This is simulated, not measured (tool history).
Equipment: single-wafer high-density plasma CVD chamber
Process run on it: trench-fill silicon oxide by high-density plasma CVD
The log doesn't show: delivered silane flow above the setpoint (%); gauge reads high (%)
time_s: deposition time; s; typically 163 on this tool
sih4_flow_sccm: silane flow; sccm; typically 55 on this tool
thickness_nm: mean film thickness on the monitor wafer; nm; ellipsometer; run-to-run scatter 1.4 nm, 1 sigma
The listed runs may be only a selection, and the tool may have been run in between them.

| run | day | time_s | sih4_flow_sccm | wafers since the last listed run | hours since the silane flow controller was replaced | hours since the gauge calibration | read-back reference wafer on the same gauge, thickness_nm | thickness_nm |
|---|---|---|---|---|---|---|---|---|
| 1 | 0.000 | 163 | 55 | 0 | 2480.0 | 103.8 | 1082.743 | 944.690 |
| 2 | 0.575 | 163 | 55 | 93 | 2493.8 | 117.6 | 1082.830 | 941.355 |
| 3 | 0.967 | 163 | 55 | 63 | 2503.2 | 127.0 | 1083.621 | 942.564 |
| 4 | 1.371 | 163 | 55 | 66 | 2512.9 | 136.7 | 1083.229 | 941.690 |
| 5 | 1.725 | 163 | 55 | 57 | 2521.4 | 145.2 | 1083.422 | 941.126 |
| 6 | 2.117 | 163 | 55 | 63 | 2530.8 | 154.6 | 1083.226 | 943.135 |
| 7 | 2.779 | 140 | 55 | 108 | 2546.7 | 170.5 | 1083.378 | 810.272 |
|  | 2.925 | gauge calibrated |
|  | 3.204 | silane flow controller replaced |
| 8 | 3.225 | 163 | 55 | 18 | 0.5 | 7.2 | 1082.876 | 944.614 |
| 9 | 3.612 | 188 | 63 | 63 | 9.8 | 16.5 | 1083.042 | 1246.487 |
| 10 | 4.008 | 163 | 55 | 64 | 19.3 | 26.0 | 1083.150 | 942.465 |
| 11 | 4.383 | 149 | 64 | 61 | 28.3 | 35.0 | 1082.349 | 1002.370 |
| 12 | 5.054 | 148 | 60 | 109 | 44.4 | 51.1 | 1084.028 | 935.442 |
| 13 | 5.733 | 153 | 62 | 110 | 60.7 | 67.4 | 1083.234 | 998.104 |
| 14 | 6.262 | 152 | 45 | 86 | 73.4 | 80.1 | 1083.215 | 719.796 |

Branching from run 14: 4 alternative next runs. What would each branch give?
| A | 6.279 | 163 | 55 | 2 | 73.8 | 80.5 | ? | ? |
| B | 6.279 | 163 | 66 | 2 | 73.8 | 80.5 | ? | ? |
| C | 6.279 | 144 | 65 | 2 | 73.8 | 80.5 | ? | ? |
| D | 6.279 | 163 | 61 | 2 | 73.8 | 80.5 | ? | ? |

| run | read-back reference wafer on the same gauge, thickness_nm | thickness_nm |
|---|---|---|
| A | 1083.605 | 943.059 |
| B | 1083.605 | 1131.671 |
| C | 1083.605 | 984.610 |
| D | 1083.605 | 1045.938 |
With no hidden state in the tool, these same runs would have given:
| run | thickness_nm |
|---|---|
| A | 943.059 |
| B | 1131.671 |
| C | 984.610 |
| D | 1045.938 |

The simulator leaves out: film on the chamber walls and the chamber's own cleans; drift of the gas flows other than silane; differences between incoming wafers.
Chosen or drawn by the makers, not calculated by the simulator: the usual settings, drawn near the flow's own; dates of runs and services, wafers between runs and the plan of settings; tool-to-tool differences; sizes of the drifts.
